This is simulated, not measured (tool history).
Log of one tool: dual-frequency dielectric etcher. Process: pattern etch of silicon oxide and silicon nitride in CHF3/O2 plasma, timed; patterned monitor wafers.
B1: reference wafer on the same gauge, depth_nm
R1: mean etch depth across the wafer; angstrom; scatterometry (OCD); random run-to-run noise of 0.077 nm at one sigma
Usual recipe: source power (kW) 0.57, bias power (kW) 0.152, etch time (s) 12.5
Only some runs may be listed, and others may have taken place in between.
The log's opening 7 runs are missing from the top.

{"hour": 136.4, "done": "upper electrode replaced, of another model than before"}
{"run": 8, "hour": 136.9, "source power (kW)": 0.65, "bias power (kW)": 0.17, "etch time (s)": 12.5, "B1": 18.09, "R1": 179.8}
{"run": 9, "hour": 139.7, "source power (kW)": 0.57, "bias power (kW)": 0.152, "etch time (s)": 12.5, "B1": 18.06, "R1": 165.5}
{"run": 10, "hour": 148.0, "source power (kW)": 0.45, "bias power (kW)": 0.152, "etch time (s)": 12.5, "B1": 18.05, "R1": 145.5}
{"run": 11, "hour": 158.6, "source power (kW)": 0.57, "bias power (kW)": 0.152, "etch time (s)": 12.5, "B1": 18.1, "R1": 165.6}
{"run": 12, "hour": 173.8, "source power (kW)": 0.57, "bias power (kW)": 0.152, "etch time (s)": 12.5, "B1": 18.12, "R1": 163.7}
{"hour": 192.9, "done": "bias power generator calibrated"}
{"hour": 201.3, "done": "wet clean of the chamber"}
{"run": 13, "hour": 201.8, "source power (kW)": 0.57, "bias power (kW)": 0.178, "etch time (s)": 16, "B1": 18.1, "R1": 222.8}
{"run": 14, "hour": 202.1, "source power (kW)": 0.48, "bias power (kW)": 0.166, "etch time (s)": 13.5, "B1": 18.13, "R1": 170.9}
{"run": 15, "hour": 206.3, "source power (kW)": 0.57, "bias power (kW)": 0.118, "etch time (s)": 9, "B1": 18.13, "R1": 117.3}
{"run": 16, "hour": 214.4, "source power (kW)": 0.68, "bias power (kW)": 0.152, "etch time (s)": 10, "B1": 18.15, "R1": 147.4}
{"run": 17, "hour": 258.7, "source power (kW)": 0.57, "bias power (kW)": 0.152, "etch time (s)": 12.5, "B1": 18.14, "R1": 169.2}
{"run": 18, "hour": 271.0, "source power (kW)": 0.5, "bias power (kW)": 0.136, "etch time (s)": 16.5, "B1": 18.08, "R1": 204.2}
{"run": 19, "hour": 279.2, "source power (kW)": 0.57, "bias power (kW)": 0.152, "etch time (s)": 16, "B1": 18.11, "R1": 215.5}
{"run": 20, "hour": 293.3, "source power (kW)": 0.57, "bias power (kW)": 0.152, "etch time (s)": 12.5, "B1": 18.07, "R1": 166.8}
{"run": 21, "hour": 310.5, "source power (kW)": 0.68, "bias power (kW)": 0.183, "etch time (s)": 10, "B1": 18.13, "R1": 150.9}

Run 22, settings as shown, results not yet in. Your forecast:
{"run": 22, "hour": 326.7, "source power (kW)": 0.57, "bias power (kW)": 0.152, "etch time (s)": 12.5, "B1": "?", "R1": "?"}

{"run 22": {"B1": 18.13, "R1": 168}}
The same run, on a tool lacking any hidden state, would have yielded R1 170 angstrom.
